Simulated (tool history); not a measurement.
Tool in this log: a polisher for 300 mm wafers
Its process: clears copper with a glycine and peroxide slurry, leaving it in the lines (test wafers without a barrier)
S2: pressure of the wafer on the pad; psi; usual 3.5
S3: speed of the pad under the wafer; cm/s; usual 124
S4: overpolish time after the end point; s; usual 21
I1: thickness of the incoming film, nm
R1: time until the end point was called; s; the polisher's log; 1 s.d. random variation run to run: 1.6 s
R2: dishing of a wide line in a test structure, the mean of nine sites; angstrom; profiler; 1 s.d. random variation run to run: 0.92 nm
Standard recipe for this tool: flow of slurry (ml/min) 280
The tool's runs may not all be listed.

{"run": 1, "day": 0.0, "flow of slurry (ml/min)": 280, "S2": 3.5, "S3": 124, "S4": 21, "I1": 1035.8, "R1": 112.9, "R2": 609}
{"day": 0.625, "done": "worn pad replaced by a new one"}
{"day": 1.112, "done": "slurry nozzle cleaned"}
{"run": 2, "day": 1.358, "flow of slurry (ml/min)": 350, "S2": 3.5, "S3": 114, "S4": 21, "I1": 1029.0, "R1": 122.6, "R2": 594}
{"run": 3, "day": 2.392, "flow of slurry (ml/min)": 350, "S2": 3.5, "S3": 114, "S4": 21, "I1": 1006.3, "R1": 120.8, "R2": 606}
{"run": 4, "day": 3.717, "flow of slurry (ml/min)": 280, "S2": 2.6, "S3": 124, "S4": 17, "I1": 1009.3, "R1": 144.1, "R2": 491}
{"run": 5, "day": 4.671, "flow of slurry (ml/min)": 280, "S2": 2.6, "S3": 124, "S4": 17, "I1": 1028.7, "R1": 151.7, "R2": 498}
{"run": 6, "day": 6.029, "flow of slurry (ml/min)": 280, "S2": 2.6, "S3": 124, "S4": 17, "I1": 1032.8, "R1": 148.3, "R2": 507}
{"run": 7, "day": 6.838, "flow of slurry (ml/min)": 280, "S2": 3.5, "S3": 124, "S4": 21, "I1": 1010.4, "R1": 113.5, "R2": 634}
{"day": 7.275, "done": "head pressure recalibrated"}
{"day": 7.821, "done": "worn pad replaced by a new one"}
{"run": 8, "day": 7.842, "flow of slurry (ml/min)": 280, "S2": 3.5, "S3": 124, "S4": 21, "I1": 1013.6, "R1": 124.6, "R2": 604}
{"run": 9, "day": 9.108, "flow of slurry (ml/min)": 280, "S2": 3.5, "S3": 124, "S4": 21, "I1": 1021.8, "R1": 122.5, "R2": 579}
{"run": 10, "day": 10.246, "flow of slurry (ml/min)": 280, "S2": 3.5, "S3": 124, "S4": 21, "I1": 1019.0, "R1": 123.6, "R2": 603}
{"run": 11, "day": 11.338, "flow of slurry (ml/min)": 205, "S2": 3.5, "S3": 124, "S4": 21, "I1": 1033.3, "R1": 123.7, "R2": 599}
{"run": 12, "day": 12.204, "flow of slurry (ml/min)": 280, "S2": 3.8, "S3": 148, "S4": 28, "I1": 1017.1, "R1": 95.7, "R2": 690}
{"run": 13, "day": 13.662, "flow of slurry (ml/min)": 280, "S2": 3.5, "S3": 124, "S4": 21, "I1": 1009.6, "R1": 122.1, "R2": 626}
{"day": 14.154, "done": "worn pad replaced by a new one"}
{"run": 14, "day": 14.975, "flow of slurry (ml/min)": 280, "S2": 3.5, "S3": 124, "S4": 21, "I1": 1034.0, "R1": 122.4, "R2": 609}
{"run": 15, "day": 15.938, "flow of slurry (ml/min)": 280, "S2": 4.3, "S3": 108, "S4": 21, "I1": 1013.8, "R1": 110.1, "R2": 618}
{"day": 16.842, "done": "slurry nozzle cleaned"}
{"run": 16, "day": 17.408, "flow of slurry (ml/min)": 350, "S2": 4.6, "S3": 124, "S4": 31, "I1": 1040.6, "R1": 92.9, "R2": 700}
{"run": 17, "day": 18.617, "flow of slurry (ml/min)": 335, "S2": 3.5, "S3": 124, "S4": 21, "I1": 1039.1, "R1": 118.4, "R2": 614}
{"run": 18, "day": 19.971, "flow of slurry (ml/min)": 340, "S2": 4.5, "S3": 84, "S4": 33, "I1": 1017.6, "R1": 130.2, "R2": 687}
{"run": 19, "day": 21.075, "flow of slurry (ml/min)": 280, "S2": 2.6, "S3": 124, "S4": 17, "I1": 1001.3, "R1": 150.2, "R2": 502}
{"day": 21.512, "done": "worn pad replaced by a new one"}
{"run": 20, "day": 22.438, "flow of slurry (ml/min)": 365, "S2": 4.5, "S3": 88, "S4": 16, "I1": 1027.1, "R1": 123.8, "R2": 565}
{"run": 21, "day": 23.2, "flow of slurry (ml/min)": 335, "S2": 4.7, "S3": 124, "S4": 10, "I1": 1012.2, "R1": 87.2, "R2": 494}
{"run": 22, "day": 24.217, "flow of slurry (ml/min)": 280, "S2": 4.1, "S3": 124, "S4": 21, "I1": 1027.5, "R1": 100.9, "R2": 647}

Each row is a separate what-if for the run after 22, all from the same tool condition, not one after another. Results?
{"run": "A", "day": 24.238, "flow of slurry (ml/min)": 230, "S2": 3.5, "S3": 124, "S4": 21, "I1": 1007.6, "R1": "?", "R2": "?"}
{"run": "B", "day": 24.238, "flow of slurry (ml/min)": 280, "S2": 3.5, "S3": 124, "S4": 16, "I1": 1007.6, "R1": "?", "R2": "?"}
{"run": "C", "day": 24.238, "flow of slurry (ml/min)": 280, "S2": 3.5, "S3": 124, "S4": 25, "I1": 1007.6, "R1": "?", "R2": "?"}
{"run": "D", "day": 24.238, "flow of slurry (ml/min)": 310, "S2": 3.5, "S3": 124, "S4": 16, "I1": 1007.6, "R1": "?", "R2": "?"}
{"run": "E", "day": 24.238, "flow of slurry (ml/min)": 375, "S2": 3.5, "S3": 124, "S4": 10, "I1": 1007.6, "R1": "?", "R2": "?"}

run=A R1=113.4 R2=607
run=B R1=112.1 R2=552
run=C R1=112.1 R2=639
run=D R1=111.5 R2=553
run=E R1=110.3 R2=438
Had the tool no hidden state, the same runs would have come out as:
run=A R1=122.1 R2=589
run=B R1=120.6 R2=532
run=C R1=120.6 R2=623
run=D R1=119.9 R2=533
run=E R1=118.7 R2=418
